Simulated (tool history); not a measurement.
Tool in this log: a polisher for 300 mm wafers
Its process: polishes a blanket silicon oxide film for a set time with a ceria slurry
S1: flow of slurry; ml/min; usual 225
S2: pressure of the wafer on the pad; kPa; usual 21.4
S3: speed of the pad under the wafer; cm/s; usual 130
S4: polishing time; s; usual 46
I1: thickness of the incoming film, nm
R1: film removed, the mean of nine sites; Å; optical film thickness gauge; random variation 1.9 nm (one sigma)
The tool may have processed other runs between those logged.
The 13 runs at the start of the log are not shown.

run,hour,S1,S2,S3,S4,I1,R1
14,870.0,225,21.4,130,46,736.6,2304
15,965.8,225,21.4,130,46,745.4,2328
16,994.7,225,21.4,130,46,740.5,2318
# hour 1005.2: worn pad replaced by a new one
17,1049.6,280,26.2,170,38,739.7,2877
18,1118.1,300,21.4,130,50,742.0,2591
# hour 1182.2: slurry nozzle cleaned
19,1182.8,225,21.4,146,51,741.5,2857
20,1225.3,225,21.4,130,46,749.8,2299
# hour 1277.0: head pressure recalibrated
21,1287.8,180,24.1,130,37,728.4,1921
22,1331.9,285,21.4,148,39,744.5,2197
# hour 1353.1: worn pad replaced by a new one
23,1379.0,225,21.4,156,46,737.3,2636
24,1435.7,170,24.8,170,31,742.3,2073
25,1488.1,225,21.4,130,46,732.8,2168
26,1528.2,225,16.5,156,46,742.6,2200
27,1560.2,225,21.4,96,46,745.2,1631
# hour 1591.2: head pressure recalibrated, repeated, since the last time left the tool worse
28,1605.3,285,23.4,130,46,741.8,2640
29,1649.1,225,15.2,142,46,744.6,2091
30,1697.9,250,13.8,154,41,747.7,1938
# hour 1705.3: worn pad replaced by a new one
31,1723.2,225,21.4,98,53,736.5,2113
32,1778.0,225,21.4,156,46,736.6,2779
33,1841.6,255,27.6,162,35,746.2,2680

Alternative continuations, all from the tool just after run 33; predict every row:
A,1842.0,225,21.4,130,46,733.8,?
B,1842.0,145,23.4,94,54,733.8,?
C,1842.0,190,29.0,86,46,733.8,?
D,1842.0,180,26.9,130,31,733.8,?
E,1842.0,165,26.2,86,46,733.8,?

run,R1
A,2363
B,2098
C,1955
D,1832
E,1797
With the hidden condition removed and each run's random variation left untouched, the same runs would have given:
run,R1
A,2425
B,2153
C,2006
D,1881
E,1845
